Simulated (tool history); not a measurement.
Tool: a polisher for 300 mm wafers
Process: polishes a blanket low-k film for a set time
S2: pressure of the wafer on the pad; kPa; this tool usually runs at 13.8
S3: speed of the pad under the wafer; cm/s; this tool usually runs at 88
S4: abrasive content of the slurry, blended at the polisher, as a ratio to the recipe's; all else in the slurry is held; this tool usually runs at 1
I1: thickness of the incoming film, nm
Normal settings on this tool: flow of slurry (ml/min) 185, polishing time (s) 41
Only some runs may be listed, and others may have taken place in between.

Run 1, hour 0: usual settings; I1 556.7. Result: film removed (angstrom) 139.
At hour 16.4: slurry nozzle cleaned.
At hour 18.1: slurry blender recalibrated.
At hour 71.9: worn pad replaced by a new one.
At hour 152.6: conditioning disc replaced and pad reconditioned.
Run 2, hour 159.1: usual settings; I1 553.4. Result: film removed (angstrom) 141.
Run 3, hour 184.2: usual settings; I1 559. Result: film removed (angstrom) 139.
At hour 200.4: slurry blender recalibrated.
At hour 246.1: worn pad replaced by a new one.
Run 4, hour 249.9: usual settings; I1 560.9. Result: film removed (angstrom) 127.
Run 5, hour 318.6: usual settings; I1 553.9. Result: film removed (angstrom) 124.
At hour 346.3: conditioning disc replaced and pad reconditioned.
Run 6, hour 375.5: usual settings but S4 1.25; I1 553.3. Result: film removed (angstrom) 141.
At hour 394.2: slurry blender recalibrated.
At hour 430.9: worn pad replaced by a new one, repeated, since the last time left the tool worse.
Run 7, hour 443.9: usual settings; I1 560.3. Result: film removed (angstrom) 143.
Run 8, hour 512: usual settings; I1 559.9. Result: film removed (angstrom) 141.
At hour 525: conditioning disc replaced and pad reconditioned.
Run 9, hour 548.3: usual settings but S2 10.3 kPa, S3 96 cm/s, S4 0.85, polishing time (s) 36; I1 556.8. Result: film removed (angstrom) 91.
At hour 599.1: head pressure recalibrated.
Run 10, hour 601.2: usual settings; I1 550.2. Result: film removed (angstrom) 135.
At hour 614: slurry blender recalibrated.
At hour 626.8: worn pad replaced by a new one.
At hour 664.8: slurry nozzle cleaned.
Run 11, hour 670.2: usual settings; I1 565.2. Result: film removed (angstrom) 142.
At hour 681.9: conditioning disc replaced and pad reconditioned.
Run 12, hour 727.4: usual settings but polishing time (s) 27; I1 567.8. Result: film removed (angstrom) 93.
Run 13, hour 763.3: usual settings but S3 112 cm/s; I1 553.1. Result: film removed (angstrom) 163.
At hour 786.1: worn pad replaced by a new one.
At hour 808.3: slurry blender recalibrated.
Run 14, hour 811.5: usual settings; I1 553. Result: film removed (angstrom) 143.
Run 15, hour 856.7: usual settings but flow of slurry (ml/min) 235, S3 72 cm/s, S4 0.75, polishing time (s) 30; I1 549.2. Result: film removed (angstrom) 69.
At hour 866.3: conditioning disc replaced and pad reconditioned.
Run 16, hour 910.1: usual settings but S3 118 cm/s, polishing time (s) 31; I1 547.4. Result: film removed (angstrom) 128.

3 ways to go on from here, each from the tool as it stands after run 16. What would each give?
Run A, hour 910.5: usual settings; I1 559.9. Result: film removed (angstrom) ?.
Run B, hour 910.5: usual settings but S4 0.7; I1 559.9. Result: film removed (angstrom) ?.
Run C, hour 910.5: usual settings but S2 11.7 kPa; I1 559.9. Result: film removed (angstrom) ?.

run  film removed (angstrom)
  A                      138
  B                       94
  C                      123
Stripped of hidden state, with their random variation kept, the same runs would have yielded:
run  film removed (angstrom)
  A                      144
  B                       98
  C                      128
